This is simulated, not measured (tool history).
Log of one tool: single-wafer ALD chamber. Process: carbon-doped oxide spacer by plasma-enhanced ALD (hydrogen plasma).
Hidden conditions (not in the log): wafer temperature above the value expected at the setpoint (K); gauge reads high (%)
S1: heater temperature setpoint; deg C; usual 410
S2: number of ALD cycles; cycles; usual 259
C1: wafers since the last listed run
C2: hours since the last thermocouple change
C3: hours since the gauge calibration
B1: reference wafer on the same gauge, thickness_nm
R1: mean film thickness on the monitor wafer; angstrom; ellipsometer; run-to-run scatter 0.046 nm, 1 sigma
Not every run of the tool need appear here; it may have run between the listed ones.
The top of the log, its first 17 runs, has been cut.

{"run": 18, "hour": 924.3, "S1": 410, "S2": 259, "C1": 129, "C2": 215.2, "C3": 1911.6, "B1": 14.693, "R1": 124.38}
{"run": 19, "hour": 996.0, "S1": 410, "S2": 259, "C1": 139, "C2": 286.9, "C3": 1983.3, "B1": 14.698, "R1": 124.15}
{"run": 20, "hour": 1042.9, "S1": 420, "S2": 218, "C1": 91, "C2": 333.8, "C3": 2030.2, "B1": 14.705, "R1": 101.09}
{"run": 21, "hour": 1109.1, "S1": 420, "S2": 218, "C1": 129, "C2": 400, "C3": 2096.4, "B1": 14.694, "R1": 101.17}
{"run": 22, "hour": 1164.8, "S1": 410, "S2": 259, "C1": 108, "C2": 455.7, "C3": 2152.1, "B1": 14.694, "R1": 124.03}
{"run": 23, "hour": 1230.8, "S1": 423, "S2": 244, "C1": 128, "C2": 521.7, "C3": 2218.1, "B1": 14.694, "R1": 111.59}
{"run": 24, "hour": 1272.8, "S1": 410, "S2": 259, "C1": 81, "C2": 563.7, "C3": 2260.1, "B1": 14.687, "R1": 122.91}
{"run": 25, "hour": 1298.7, "S1": 410, "S2": 259, "C1": 50, "C2": 589.6, "C3": 2286, "B1": 14.722, "R1": 122.68}
{"run": 26, "hour": 1351.7, "S1": 417, "S2": 293, "C1": 103, "C2": 642.6, "C3": 2339, "B1": 14.7, "R1": 135.8}
{"run": 27, "hour": 1392.7, "S1": 417, "S2": 237, "C1": 80, "C2": 683.6, "C3": 2380, "B1": 14.691, "R1": 110.28}
{"run": 28, "hour": 1417.3, "S1": 401, "S2": 293, "C1": 48, "C2": 708.2, "C3": 2404.6, "B1": 14.721, "R1": 143.34}
{"run": 29, "hour": 1461.8, "S1": 399, "S2": 224, "C1": 86, "C2": 752.7, "C3": 2449.1, "B1": 14.698, "R1": 110.34}
{"run": 30, "hour": 1524.3, "S1": 403, "S2": 273, "C1": 122, "C2": 815.2, "C3": 2511.6, "B1": 14.723, "R1": 132.69}
{"run": 31, "hour": 1556.3, "S1": 410, "S2": 224, "C1": 62, "C2": 847.2, "C3": 2543.6, "B1": 14.699, "R1": 106.06}
{"run": 32, "hour": 1618.2, "S1": 418, "S2": 213, "C1": 120, "C2": 909.1, "C3": 2605.5, "B1": 14.706, "R1": 99.16}
{"run": 33, "hour": 1683.2, "S1": 410, "S2": 242, "C1": 126, "C2": 974.1, "C3": 2670.5, "B1": 14.696, "R1": 115.21}
{"run": 34, "hour": 1733.3, "S1": 410, "S2": 224, "C1": 97, "C2": 1024.2, "C3": 2720.6, "B1": 14.69, "R1": 106.18}
{"run": 35, "hour": 1780.3, "S1": 401, "S2": 259, "C1": 91, "C2": 1071.2, "C3": 2767.6, "B1": 14.698, "R1": 126.21}
{"run": 36, "hour": 1832.1, "S1": 416, "S2": 215, "C1": 101, "C2": 1123, "C3": 2819.4, "B1": 14.701, "R1": 100.57}
{"hour": 1843.0, "done": "gauge calibrated"}
{"run": 37, "hour": 2015.9, "S1": 420, "S2": 259, "C1": 358, "C2": 1306.8, "C3": 172.9, "B1": 14.701, "R1": 118.94}
{"run": 38, "hour": 2076.7, "S1": 399, "S2": 259, "C1": 118, "C2": 1367.6, "C3": 233.7, "B1": 14.694, "R1": 127.08}
{"run": 39, "hour": 2141.9, "S1": 415, "S2": 259, "C1": 127, "C2": 1432.8, "C3": 298.9, "B1": 14.683, "R1": 121.69}
{"run": 40, "hour": 2207.9, "S1": 417, "S2": 224, "C1": 128, "C2": 1498.8, "C3": 364.9, "B1": 14.692, "R1": 102.85}
{"run": 41, "hour": 2262.0, "S1": 403, "S2": 285, "C1": 105, "C2": 1552.9, "C3": 419, "B1": 14.696, "R1": 138.6}

Expected results for the next run?
{"run": 42, "hour": 2328.2, "S1": 403, "S2": 283, "C1": 129, "C2": 1619.1, "C3": 485.2, "B1": "?", "R1": "?"}

B1: 14.703
R1: 136.81 angstrom
Had the tool carried no hidden state, the very same run would have given R1 138.84 angstrom.

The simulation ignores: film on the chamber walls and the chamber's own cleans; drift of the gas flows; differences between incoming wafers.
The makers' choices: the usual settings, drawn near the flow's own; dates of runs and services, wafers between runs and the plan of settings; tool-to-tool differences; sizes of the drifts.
